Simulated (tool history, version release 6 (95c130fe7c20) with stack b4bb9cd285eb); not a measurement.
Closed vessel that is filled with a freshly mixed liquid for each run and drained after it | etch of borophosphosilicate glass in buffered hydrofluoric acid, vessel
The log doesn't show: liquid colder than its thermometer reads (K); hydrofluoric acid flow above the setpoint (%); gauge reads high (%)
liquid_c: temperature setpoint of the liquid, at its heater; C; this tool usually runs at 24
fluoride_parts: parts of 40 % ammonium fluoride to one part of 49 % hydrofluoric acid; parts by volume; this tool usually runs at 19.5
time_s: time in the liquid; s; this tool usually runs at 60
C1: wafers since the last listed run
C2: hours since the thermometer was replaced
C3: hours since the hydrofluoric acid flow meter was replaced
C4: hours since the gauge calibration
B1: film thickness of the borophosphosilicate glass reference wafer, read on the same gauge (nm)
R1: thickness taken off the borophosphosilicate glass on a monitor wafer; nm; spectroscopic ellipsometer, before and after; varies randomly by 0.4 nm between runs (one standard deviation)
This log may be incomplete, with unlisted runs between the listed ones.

run 1 hour=0 | liquid_c=24 fluoride_parts=19.5 time_s=60 | C1=0 C2=74.2 C3=1340.6 C4=873.9 | B1=62.66 | R1=54.83
run 2 hour=70.6 | liquid_c=24 fluoride_parts=19.5 time_s=60 | C1=5044 C2=144.8 C3=1411.2 C4=944.5 | B1=62.77 | R1=55.46
run 3 hour=120 | liquid_c=24 fluoride_parts=19.5 time_s=60 | C1=3529 C2=194.2 C3=1460.6 C4=993.9 | B1=62.76 | R1=54.67
run 4 hour=222 | liquid_c=24 fluoride_parts=19.5 time_s=60 | C1=7288 C2=296.2 C3=1562.6 C4=1095.9 | B1=62.82 | R1=55.51
run 5 hour=279.7 | liquid_c=24 fluoride_parts=19.5 time_s=60 | C1=4122 C2=353.9 C3=1620.3 C4=1153.6 | B1=62.88 | R1=54.96
run 6 hour=322.6 | liquid_c=24 fluoride_parts=19.5 time_s=40 | C1=3065 C2=396.8 C3=1663.2 C4=1196.5 | B1=62.92 | R1=36.32
run 7 hour=410.6 | liquid_c=24 fluoride_parts=19.5 time_s=40 | C1=6288 C2=484.8 C3=1751.2 C4=1284.5 | B1=62.94 | R1=36.87
-- hour=424.6 hydrofluoric acid flow meter replaced
run 8 hour=508.8 | liquid_c=24 fluoride_parts=19.5 time_s=40 | C1=6945 C2=583 C3=84.2 C4=1382.7 | B1=62.99 | R1=36.5
-- hour=530.7 gauge calibrated
run 9 hour=627.2 | liquid_c=24 fluoride_parts=16 time_s=60 | C1=8460 C2=701.4 C3=202.6 C4=96.5 | B1=60.23 | R1=64.57
run 10 hour=681.2 | liquid_c=24 fluoride_parts=16 time_s=60 | C1=3858 C2=755.4 C3=256.6 C4=150.5 | B1=60.54 | R1=64.48
run 11 hour=777.5 | liquid_c=22.5 fluoride_parts=19.5 time_s=45 | C1=6881 C2=851.7 C3=352.9 C4=246.8 | B1=60.97 | R1=36.93
run 12 hour=837.1 | liquid_c=22.5 fluoride_parts=19.5 time_s=45 | C1=4258 C2=911.3 C3=412.5 C4=306.4 | B1=61.17 | R1=37.2
run 13 hour=925.9 | liquid_c=19.5 fluoride_parts=19.5 time_s=40 | C1=6345 C2=1000.1 C3=501.3 C4=395.2 | B1=61.44 | R1=28.18
run 14 hour=984.7 | liquid_c=22 fluoride_parts=12.5 time_s=75 | C1=4201 C2=1058.9 C3=560.1 C4=454 | B1=61.63 | R1=94.22
run 15 hour=1065.5 | liquid_c=24 fluoride_parts=22 time_s=40 | C1=5773 C2=1139.7 C3=640.9 C4=534.8 | B1=61.83 | R1=33.57
run 16 hour=1126.7 | liquid_c=21 fluoride_parts=13.5 time_s=70 | C1=4373 C2=1200.9 C3=702.1 C4=596 | B1=61.96 | R1=78.33
run 17 hour=1168.2 | liquid_c=24 fluoride_parts=19.5 time_s=60 | C1=2965 C2=1242.4 C3=743.6 C4=637.5 | B1=62.06 | R1=54.86
run 18 hour=1222.6 | liquid_c=24 fluoride_parts=19.5 time_s=60 | C1=3887 C2=1296.8 C3=798 C4=691.9 | B1=62.08 | R1=54.43
run 19 hour=1272.2 | liquid_c=24 fluoride_parts=19.5 time_s=60 | C1=3544 C2=1346.4 C3=847.6 C4=741.5 | B1=62.21 | R1=54.46
run 20 hour=1347.5 | liquid_c=22 fluoride_parts=12 time_s=35 | C1=5380 C2=1421.7 C3=922.9 C4=816.8 | B1=62.28 | R1=46.62
run 21 hour=1442.6 | liquid_c=22.5 fluoride_parts=19.5 time_s=45 | C1=6795 C2=1516.8 C3=1018 C4=911.9 | B1=62.43 | R1=37.89
-- hour=1444 thermometer replaced
run 22 hour=1549.7 | liquid_c=24 fluoride_parts=19.5 time_s=60 | C1=7581 C2=105.7 C3=1125.1 C4=1019 | B1=62.53 | R1=54.4
run 23 hour=1640.3 | liquid_c=24 fluoride_parts=19.5 time_s=60 | C1=6473 C2=196.3 C3=1215.7 C4=1109.6 | B1=62.57 | R1=54.55
run 24 hour=1716.4 | liquid_c=19.5 fluoride_parts=19.5 time_s=60 | C1=5437 C2=272.4 C3=1291.8 C4=1185.7 | B1=62.61 | R1=42.8
run 25 hour=1789.3 | liquid_c=22 fluoride_parts=19.5 time_s=60 | C1=5209 C2=345.3 C3=1364.7 C4=1258.6 | B1=62.64 | R1=48.56
run 26 hour=1866.6 | liquid_c=24 fluoride_parts=19.5 time_s=60 | C1=5523 C2=422.6 C3=1442 C4=1335.9 | B1=62.73 | R1=56.02
run 27 hour=1934.3 | liquid_c=24 fluoride_parts=25.5 time_s=90 | C1=4837 C2=490.3 C3=1509.7 C4=1403.6 | B1=62.76 | R1=67.97
run 28 hour=1990.3 | liquid_c=24 fluoride_parts=19.5 time_s=90 | C1=4001 C2=546.3 C3=1565.7 C4=1459.6 | B1=62.75 | R1=82.26
run 29 hour=2060.1 | liquid_c=28.5 fluoride_parts=19.5 time_s=60 | C1=4987 C2=616.1 C3=1635.5 C4=1529.4 | B1=62.78 | R1=70.47
run 30 hour=2114.1 | liquid_c=21.5 fluoride_parts=19.5 time_s=80 | C1=3858 C2=670.1 C3=1689.5 C4=1583.4 | B1=62.78 | R1=63.55
-- hour=2207.9 gauge calibrated
run 31 hour=2211.1 | liquid_c=24 fluoride_parts=19.5 time_s=60 | C1=6931 C2=767.1 C3=1786.5 C4=3.2 | B1=59.78 | R1=52.3
run 32 hour=2297.7 | liquid_c=21.5 fluoride_parts=26 time_s=35 | C1=6187 C2=853.7 C3=1873.1 C4=89.8 | B1=60.31 | R1=22.01

Below, some changes in R1 between adjacent runs. For each, the amount present without the hidden state too (settings, incoming material, random variation) and the amount remaining for the hidden state with gauge scatter not shared by both compared results:
Run 13 -> 14: liquid_c 19.5 -> 22, fluoride_parts 19.5 -> 12.5, time_s 40 -> 75. R1 +66.04 nm: hidden state +1.82, all else +64.22.
Run 14 -> 15: liquid_c 22 -> 24, fluoride_parts 12.5 -> 22, time_s 75 -> 40. R1 -60.65 nm: hidden state -1.51, all else -59.14.
Run 15 -> 16: liquid_c 24 -> 21, fluoride_parts 22 -> 13.5, time_s 40 -> 70. R1 +44.76 nm: hidden state +1.49, all else +43.27.
Run 30 -> 31: liquid_c 21.5 -> 24, time_s 80 -> 60, gauge calibrated. R1 -11.25 nm: hidden state -3.02, all else -8.23.
